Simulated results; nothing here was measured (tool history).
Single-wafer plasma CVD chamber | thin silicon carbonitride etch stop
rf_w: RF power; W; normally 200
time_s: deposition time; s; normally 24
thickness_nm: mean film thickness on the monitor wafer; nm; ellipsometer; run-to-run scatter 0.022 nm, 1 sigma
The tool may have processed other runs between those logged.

run   hour  rf_w  time_s  wafers since the last listed run  hours since the last thermocouple change  hours since the last RF generator calibration  hours since the showerhead was replaced  hours since the gauge calibration  read-back reference wafer on the same gauge, thickness_nm  thickness_nm
  1      0   200      24                                 0                                     896.9                                         2290.7                                   3232.2                              246.7                                                     13.901        14.087
  2   17.2   225      24                               299                                     914.1                                         2307.9                                   3249.4                              263.9                                                     13.901        14.595
  3   23.4   200    22.8                               107                                     920.3                                         2314.1                                   3255.6                              270.1                                                     13.898        13.363
  4   33.2   230      24                               170                                     930.1                                         2323.9                                   3265.4                              279.9                                                     13.899         14.63
  5   47.1   230      24                               241                                       944                                         2337.8                                   3279.3                              293.8                                                     13.907        14.637
  6   56.4   230      24                               161                                     953.3                                         2347.1                                   3288.6                              303.1                                                     13.903        14.654
  7   71.8   200      24                               267                                     968.7                                         2362.5                                     3304                              318.5                                                     13.904        14.075
  8    106   200      24                               594                                    1002.9                                         2396.7                                   3338.2                              352.7                                                     13.901        14.094
  9  114.5   200      24                               147                                    1011.4                                         2405.2                                   3346.7                              361.2                                                     13.903        14.109
 10  128.1   200      24                               236                                      1025                                         2418.8                                   3360.3                              374.8                                                     13.902        14.132
     136.5  -- thermocouple changed; heater temperature recalibrated
 11  141.9   220      24                               100                                       5.4                                         2432.6                                   3374.1                              388.6                                                     13.903        14.478
 12  150.8   220      24                               154                                      14.3                                         2441.5                                     3383                              397.5                                                     13.902        14.456
 13  159.8   220      24                               156                                      23.3                                         2450.5                                     3392                              406.5                                                       13.9        14.472
 14  169.1   225    27.9                               161                                      32.6                                         2459.8                                   3401.3                              415.8                                                       13.9        16.905
 15  184.5   235    27.8                               267                                        48                                         2475.2                                   3416.7                              431.2                                                     13.896        17.079
 16  195.8   215    22.7                               196                                      59.3                                         2486.5                                     3428                              442.5                                                       13.9        13.641
 17  212.3   185    27.7                               286                                      75.8                                           2503                                   3444.5                                459                                                     13.902        15.853
     227.4  -- showerhead replaced
 18  229.4   200      24                               158                                      92.9                                         2520.1                                        2                              476.1                                                     13.894        14.094
 19  241.3   225    19.3                               206                                     104.8                                           2532                                     13.9                                488                                                       13.9        11.725
     262.7  -- RF generator calibrated
 20  263.2   165    26.9                               241                                     126.7                                            0.5                                     35.8                              509.9                                                     13.899        15.283
       288  -- gauge calibrated
 21  302.9   185    22.5                               690                                     166.4                                           40.2                                     75.5                               14.9                                                     13.902        13.189
 22  326.7   175    20.7                               413                                     190.2                                             64                                     99.3                               38.7                                                     13.898         11.92
 23  339.6   235    27.8                               224                                     203.1                                           76.9                                    112.2                               51.6                                                     13.899        17.397
 24  379.9   200      24                               700                                     243.4                                          117.2                                    152.5                               91.9                                                     13.902        14.298
 25  397.6   165    25.4                               307                                     261.1                                          134.9                                    170.2                              109.6                                                     13.902        14.374
 26  405.5   210      24                               137                                       269                                          142.8                                    178.1                              117.5                                                     13.899        14.516
 27  454.9   200    20.7                               859                                     318.4                                          192.2                                    227.5                              166.9                                                     13.902        12.318
 28  463.3   235    20.6                               146                                     326.8                                          200.6                                    235.9                              175.3                                                     13.907        12.833
 29  477.5   235      24                               246                                       341                                          214.8                                    250.1                              189.5                                                     13.901        14.965
 30  485.9   200    22.2                               146                                     349.4                                          223.2                                    258.5                              197.9                                                     13.899        13.228
 31  493.2   200    27.1                               126                                     356.7                                          230.5                                    265.8                              205.2                                                     13.897        16.166
 32  504.9   200      24                               203                                     368.4                                          242.2                                    277.5                              216.9                                                     13.903        14.313
 33  512.6   180    19.5                               133                                     376.1                                          249.9                                    285.2                              224.6                                                     13.898        11.251
 34  518.7   185    20.6                               106                                     382.2                                            256                                    291.3                              230.7                                                     13.899        11.979

Alternative continuations, all from the tool just after run 34; predict every row:
  A  519.1   200    21.8                                 6                                     382.6                                          256.4                                    291.7                              231.1                                                          ?             ?
  B  519.1   220    19.9                                 6                                     382.6                                          256.4                                    291.7                              231.1                                                          ?             ?
  C  519.1   165      26                                 6                                     382.6                                          256.4                                    291.7                              231.1                                                          ?             ?
  D  519.1   225    21.9                                 6                                     382.6                                          256.4                                    291.7                              231.1                                                          ?             ?
  E  519.1   200    26.8                                 6                                     382.6                                          256.4                                    291.7                              231.1                                                          ?             ?

run  read-back reference wafer on the same gauge, thickness_nm  thickness_nm
  A                                                     13.898        12.976
  B                                                     13.898        12.165
  C                                                     13.898        14.672
  D                                                     13.898        13.473
  E                                                     13.898        15.952
Without the tool's hidden state the same runs would have given:
run  thickness_nm
  A        13.099
  B        12.281
  C        14.811
  D        13.601
  E        16.103
